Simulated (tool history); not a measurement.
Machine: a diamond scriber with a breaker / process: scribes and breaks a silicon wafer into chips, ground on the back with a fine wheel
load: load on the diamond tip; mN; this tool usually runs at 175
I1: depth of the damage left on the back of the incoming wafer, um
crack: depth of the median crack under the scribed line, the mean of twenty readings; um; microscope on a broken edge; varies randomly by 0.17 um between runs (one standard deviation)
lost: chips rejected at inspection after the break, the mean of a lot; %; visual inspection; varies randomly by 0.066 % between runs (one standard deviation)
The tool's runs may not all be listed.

Run 1, hour 0: usual settings; I1 1.55. Result: crack 8.98 um, lost 1.17 %.
Run 2, hour 59.4: usual settings; I1 2.6. Result: crack 9.06 um, lost 2.75 %.
Run 3, hour 103.3: usual settings but load 197 mN; I1 2.99. Result: crack 9.37 um, lost 3.12 %.
Run 4, hour 136.6: usual settings but load 197 mN; I1 2.63. Result: crack 9.29 um, lost 2.3 %.
Run 5, hour 199: usual settings; I1 1.83. Result: crack 8.61 um, lost 1.81 %.
Run 6, hour 239.3: usual settings; I1 1.56. Result: crack 8.55 um, lost 1.48 %.
Run 7, hour 286.4: usual settings; I1 1.84. Result: crack 8.33 um, lost 2.08 %.
Run 8, hour 315.3: usual settings; I1 2.27. Result: crack 8.28 um, lost 3.02 %.
Run 9, hour 370.6: usual settings; I1 2.24. Result: crack 8.61 um, lost 2.99 %.
At hour 373.4: diamond tip replaced by a new one, of another model than before.
At hour 400.7: load on the tip recalibrated.
Run 10, hour 583.6: usual settings; I1 1.96. Result: crack 9.36 um, lost 1.31 %.
Run 11, hour 642: usual settings but load 162 mN; I1 2.17. Result: crack 8.86 um, lost 1.84 %.
Run 12, hour 718.3: usual settings but load 148 mN; I1 2.58. Result: crack 8.34 um, lost 3.87 %.

Estimate the outcome of run 13 from the log above:
Run 13, hour 769.6: usual settings but load 123 mN; I1 2.37. Result: crack ?, lost ?.

For run 13 the tool returned crack 7.7 um, lost 6.01 %.
Minus the tool's unlogged condition, the same run would have read crack 7.82 um, lost 5.42 %.
